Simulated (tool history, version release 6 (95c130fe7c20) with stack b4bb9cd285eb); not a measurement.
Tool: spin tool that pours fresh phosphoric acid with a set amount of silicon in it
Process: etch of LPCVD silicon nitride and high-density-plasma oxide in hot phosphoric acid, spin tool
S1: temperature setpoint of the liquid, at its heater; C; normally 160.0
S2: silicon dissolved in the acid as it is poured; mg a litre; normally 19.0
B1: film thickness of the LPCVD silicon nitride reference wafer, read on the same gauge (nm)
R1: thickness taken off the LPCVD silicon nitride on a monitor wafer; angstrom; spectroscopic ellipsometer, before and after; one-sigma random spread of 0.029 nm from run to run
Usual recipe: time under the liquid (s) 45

Run 1, hour 0.0: usual settings; B1 99.980. Result: R1 39.77 angstrom.
Run 2, hour 26.2: usual settings but S1 158.5 C, S2 29.5 mg a litre, time under the liquid (s) 55; B1 99.998. Result: R1 46.13 angstrom.
Run 3, hour 40.5: usual settings but S1 162.0 C, S2 27.0 mg a litre, time under the liquid (s) 60; B1 99.987. Result: R1 56.91 angstrom.
Run 4, hour 60.9: usual settings but S1 157.0 C, S2 31.5 mg a litre, time under the liquid (s) 25; B1 100.014. Result: R1 19.97 angstrom.
Run 5, hour 85.0: usual settings; B1 100.000. Result: R1 40.31 angstrom.
Run 6, hour 114.2: usual settings but S1 161.5 C, S2 10.5 mg a litre, time under the liquid (s) 30; B1 99.987. Result: R1 27.96 angstrom.
Run 7, hour 154.7: usual settings; B1 99.999. Result: R1 40.24 angstrom.
Run 8, hour 185.3: usual settings but S1 158.5 C, S2 25.0 mg a litre, time under the liquid (s) 55; B1 100.003. Result: R1 46.57 angstrom.
Run 9, hour 216.8: usual settings; B1 100.005. Result: R1 39.58 angstrom.
Run 10, hour 235.9: usual settings but S1 158.5 C, S2 4.5 mg a litre; B1 100.012. Result: R1 37.86 angstrom.
Run 11, hour 251.3: usual settings but S1 157.5 C, time under the liquid (s) 40; B1 100.010. Result: R1 32.69 angstrom.
Run 12, hour 280.4: usual settings but S2 6.0 mg a litre; B1 100.001. Result: R1 39.90 angstrom.
Run 13, hour 302.9: usual settings but S1 159.0 C, time under the liquid (s) 55; B1 99.986. Result: R1 47.34 angstrom.
Run 14, hour 323.9: usual settings; B1 99.978. Result: R1 40.32 angstrom.
Run 15, hour 345.3: usual settings but S1 158.5 C, S2 25.0 mg a litre, time under the liquid (s) 30; B1 99.987. Result: R1 25.39 angstrom.
Run 16, hour 373.1: usual settings; B1 100.022. Result: R1 39.96 angstrom.
Run 17, hour 404.8: usual settings but S1 157.5 C, S2 29.5 mg a litre, time under the liquid (s) 30; B1 99.990. Result: R1 24.65 angstrom.
Run 18, hour 433.3: usual settings; B1 99.981. Result: R1 40.02 angstrom.
Run 19, hour 455.4: usual settings but S1 161.5 C, S2 14.0 mg a litre, time under the liquid (s) 60; B1 100.010. Result: R1 56.35 angstrom.
Run 20, hour 483.8: usual settings but S1 162.0 C, S2 10.0 mg a litre, time under the liquid (s) 60; B1 99.992. Result: R1 57.38 angstrom.
Run 21, hour 498.5: usual settings; B1 100.013. Result: R1 40.02 angstrom.
Run 22, hour 513.8: usual settings; B1 100.043. Result: R1 39.64 angstrom.

3 ways to go on from here, each from the tool as it stands after run 22. What would each give?
Run A, hour 514.2: usual settings but time under the liquid (s) 25; B1 ?. Result: R1 ?.
Run B, hour 514.2: usual settings but time under the liquid (s) 70; B1 ?. Result: R1 ?.
Run C, hour 514.2: usual settings but S1 158.0 C, S2 23.5 mg a litre, time under the liquid (s) 30; B1 ?. Result: R1 ?.

run       B1     R1
  A  100.010  22.28
  B  100.010  62.38
  C  100.010  24.99
Without the tool's hidden state the same runs would have given:
run     R1
  A  22.28
  B  62.38
  C  24.99
